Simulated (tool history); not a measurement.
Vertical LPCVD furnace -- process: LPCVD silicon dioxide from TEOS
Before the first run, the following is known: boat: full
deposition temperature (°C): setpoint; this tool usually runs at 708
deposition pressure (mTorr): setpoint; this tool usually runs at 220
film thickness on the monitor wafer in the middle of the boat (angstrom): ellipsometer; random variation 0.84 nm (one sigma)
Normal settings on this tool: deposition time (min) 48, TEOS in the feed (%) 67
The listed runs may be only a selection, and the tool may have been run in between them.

| run | hour | deposition temperature (°C) | deposition pressure (mTorr) | deposition time (min) | TEOS in the feed (%) | wafers since the last listed run | hours since the last temperature calibration | hours since the pressure gauge was zeroed | hours since the TEOS flow controller was replaced | hours since the gauge calibration | read-back reference wafer on the same gauge, thickness | film thickness on the monitor wafer in the middle of the boat (angstrom) |
|---|---|---|---|---|---|---|---|---|---|---|---|---|
| 1 | 0 | 708 | 220 | 48 | 67 | 0 | 1770.7 | 4365.7 | 2467.8 | 168.2 | 274.77 | 3433.9 |
| 2 | 11.1 | 708 | 195 | 48 | 67 | 107 | 1781.8 | 4376.8 | 2478.9 | 179.3 | 275.12 | 3228.9 |
| 3 | 20.9 | 708 | 195 | 48 | 67 | 94 | 1791.6 | 4386.6 | 2488.7 | 189.1 | 275.14 | 3235.1 |
| 4 | 51.5 | 708 | 195 | 48 | 67 | 296 | 1822.2 | 4417.2 | 2519.3 | 219.7 | 274.74 | 3233 |
| 5 | 62.4 | 708 | 220 | 48 | 67 | 105 | 1833.1 | 4428.1 | 2530.2 | 230.6 | 275 | 3420 |
|  | 97.1 | gauge calibrated |
|  | 99.6 | pressure gauge zeroed |
| 6 | 100.1 | 708 | 220 | 48 | 67 | 132 | 1870.8 | 0.5 | 2567.9 | 3 | 275.01 | 3452.7 |
| 7 | 104.1 | 708 | 255 | 48 | 67 | 38 | 1874.8 | 4.5 | 2571.9 | 7 | 275 | 3717.7 |
| 8 | 108 | 708 | 255 | 48 | 67 | 37 | 1878.7 | 8.4 | 2575.8 | 10.9 | 275.17 | 3709.4 |
| 9 | 111.9 | 708 | 255 | 48 | 67 | 37 | 1882.6 | 12.3 | 2579.7 | 14.8 | 275.34 | 3724.7 |
| 10 | 118.2 | 708 | 220 | 59.5 | 67 | 61 | 1888.9 | 18.6 | 2586 | 21.1 | 274.94 | 4282.8 |
| 11 | 133.2 | 708 | 220 | 59.5 | 67 | 145 | 1903.9 | 33.6 | 2601 | 36.1 | 275.09 | 4280.8 |
|  | 163.7 | TEOS flow controller replaced |
| 12 | 164.2 | 708 | 220 | 59.5 | 67 | 67 | 1934.9 | 64.6 | 0.5 | 67.1 | 275 | 4308.5 |
| 13 | 168.1 | 719 | 170 | 62.5 | 67 | 37 | 1938.8 | 68.5 | 4.4 | 71 | 274.95 | 5092.7 |
| 14 | 172.1 | 708 | 220 | 48 | 67 | 38 | 1942.8 | 72.5 | 8.4 | 75 | 275.03 | 3461 |
| 15 | 184.1 | 716 | 265 | 48 | 67 | 116 | 1954.8 | 84.5 | 20.4 | 87 | 274.94 | 4583 |
| 16 | 200.1 | 708 | 220 | 48 | 67 | 154 | 1970.8 | 100.5 | 36.4 | 103 | 274.74 | 3475.8 |
|  | 224.3 | thermocouples replaced and temperature profile calibrated |
| 17 | 224.8 | 708 | 220 | 58 | 67 | 6 | 0.5 | 125.2 | 61.1 | 127.7 | 274.91 | 3884.8 |
| 18 | 231.1 | 711 | 195 | 54.5 | 59 | 61 | 6.8 | 131.5 | 67.4 | 134 | 275.06 | 3457.2 |
| 19 | 238.4 | 708 | 185 | 48 | 77 | 70 | 14.1 | 138.8 | 74.7 | 141.3 | 274.86 | 3145.7 |
| 20 | 255.7 | 708 | 220 | 48 | 67 | 167 | 31.4 | 156.1 | 92 | 158.6 | 274.95 | 3197.2 |
| 21 | 269.4 | 719 | 220 | 41.5 | 75 | 132 | 45.1 | 169.8 | 105.7 | 172.3 | 275.09 | 3773.9 |
| 22 | 280.2 | 699 | 220 | 48 | 67 | 104 | 55.9 | 180.6 | 116.5 | 183.1 | 274.93 | 2601.2 |
| 23 | 287.6 | 708 | 220 | 65.5 | 67 | 71 | 63.3 | 188 | 123.9 | 190.5 | 275.19 | 4363.1 |
| 24 | 306.5 | 708 | 220 | 48 | 54 | 183 | 82.2 | 206.9 | 142.8 | 209.4 | 275.02 | 2880 |

Each row is a separate what-if for the run after 24, all from the same tool condition, not one after another. Results?
| A | 310.5 | 708 | 220 | 48 | 67 | 38 | 86.2 | 210.9 | 146.8 | 213.4 | ? | ? |
| B | 310.5 | 708 | 220 | 35 | 58 | 38 | 86.2 | 210.9 | 146.8 | 213.4 | ? | ? |
| C | 310.5 | 708 | 220 | 39 | 67 | 38 | 86.2 | 210.9 | 146.8 | 213.4 | ? | ? |
| D | 310.5 | 708 | 255 | 62.5 | 67 | 38 | 86.2 | 210.9 | 146.8 | 213.4 | ? | ? |

| run | read-back reference wafer on the same gauge, thickness | film thickness on the monitor wafer in the middle of the boat (angstrom) |
|---|---|---|
| A | 274.79 | 3195.2 |
| B | 274.79 | 2167.7 |
| C | 274.79 | 2596.1 |
| D | 274.79 | 4479.1 |
Take away the tool's hidden state, keep each run's random variation, and the runs would have read:
| run | film thickness on the monitor wafer in the middle of the boat (angstrom) |
|---|---|
| A | 3152.4 |
| B | 2138.7 |
| C | 2561.3 |
| D | 4419.2 |
